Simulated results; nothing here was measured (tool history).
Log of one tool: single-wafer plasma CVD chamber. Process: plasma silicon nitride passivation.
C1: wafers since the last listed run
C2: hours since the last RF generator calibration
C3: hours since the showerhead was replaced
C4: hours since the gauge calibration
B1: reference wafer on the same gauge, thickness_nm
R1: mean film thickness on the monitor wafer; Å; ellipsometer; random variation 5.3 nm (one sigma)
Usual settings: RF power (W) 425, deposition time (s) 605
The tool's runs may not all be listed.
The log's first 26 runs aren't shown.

run 27 hour=626.2 | RF_power_(W)=485 deposition_time_(s)=522 | C1=98 C2=997.0 C3=36.9 C4=756.0 | B1=975.626 | R1=8393.04
run 28 hour=644.1 | RF_power_(W)=375 deposition_time_(s)=487 | C1=50 C2=1014.9 C3=54.8 C4=773.9 | B1=976.633 | R1=7468.27
run 29 hour=671.9 | RF_power_(W)=485 deposition_time_(s)=656 | C1=78 C2=1042.7 C3=82.6 C4=801.7 | B1=978.499 | R1=10526.07
run 30 hour=685.8 | RF_power_(W)=505 deposition_time_(s)=538 | C1=39 C2=1056.6 C3=96.5 C4=815.6 | B1=977.370 | R1=8748.35
run 31 hour=701.7 | RF_power_(W)=425 deposition_time_(s)=680 | C1=44 C2=1072.5 C3=112.4 C4=831.5 | B1=977.431 | R1=10739.92
run 32 hour=734.9 | RF_power_(W)=425 deposition_time_(s)=605 | C1=93 C2=1105.7 C3=145.6 C4=864.7 | B1=976.903 | R1=9511.12
-- hour=759.5 RF generator calibrated
run 33 hour=770.8 | RF_power_(W)=425 deposition_time_(s)=605 | C1=78 C2=11.3 C3=181.5 C4=900.6 | B1=975.925 | R1=9492.43
-- hour=771.1 gauge calibrated
run 34 hour=805.1 | RF_power_(W)=380 deposition_time_(s)=503 | C1=96 C2=45.6 C3=215.8 C4=34.0 | B1=975.657 | R1=7697.88
run 35 hour=830.9 | RF_power_(W)=425 deposition_time_(s)=526 | C1=72 C2=71.4 C3=241.6 C4=59.8 | B1=976.632 | R1=8193.76
run 36 hour=857.2 | RF_power_(W)=425 deposition_time_(s)=605 | C1=74 C2=97.7 C3=267.9 C4=86.1 | B1=977.151 | R1=9369.26
run 37 hour=882.2 | RF_power_(W)=510 deposition_time_(s)=488 | C1=70 C2=122.7 C3=292.9 C4=111.1 | B1=977.143 | R1=7963.52
run 38 hour=914.9 | RF_power_(W)=355 deposition_time_(s)=512 | C1=92 C2=155.4 C3=325.6 C4=143.8 | B1=976.491 | R1=7773.07
run 39 hour=950.5 | RF_power_(W)=450 deposition_time_(s)=552 | C1=100 C2=191.0 C3=361.2 C4=179.4 | B1=976.116 | R1=8652.91
run 40 hour=966.1 | RF_power_(W)=475 deposition_time_(s)=569 | C1=43 C2=206.6 C3=376.8 C4=195.0 | B1=977.775 | R1=9102.91
run 41 hour=987.1 | RF_power_(W)=425 deposition_time_(s)=700 | C1=59 C2=227.6 C3=397.8 C4=216.0 | B1=976.704 | R1=10875.55
run 42 hour=1021.2 | RF_power_(W)=425 deposition_time_(s)=605 | C1=96 C2=261.7 C3=431.9 C4=250.1 | B1=976.430 | R1=9438.03

Forecast each of these 3 alternatives for the next run:
run A hour=1021.8 | RF_power_(W)=425 deposition_time_(s)=605 | C1=1 C2=262.3 C3=432.5 C4=250.7 | B1=? | R1=?
run B hour=1021.8 | RF_power_(W)=455 deposition_time_(s)=697 | C1=1 C2=262.3 C3=432.5 C4=250.7 | B1=? | R1=?
run C hour=1021.8 | RF_power_(W)=475 deposition_time_(s)=552 | C1=1 C2=262.3 C3=432.5 C4=250.7 | B1=? | R1=?

run=A B1=977.606 R1=9530.77
run=B B1=977.606 R1=11128.66
run=C B1=977.606 R1=8889.97
Without the tool's hidden state the same runs would have given:
run=A R1=9530.77
run=B R1=11128.66
run=C R1=8889.97
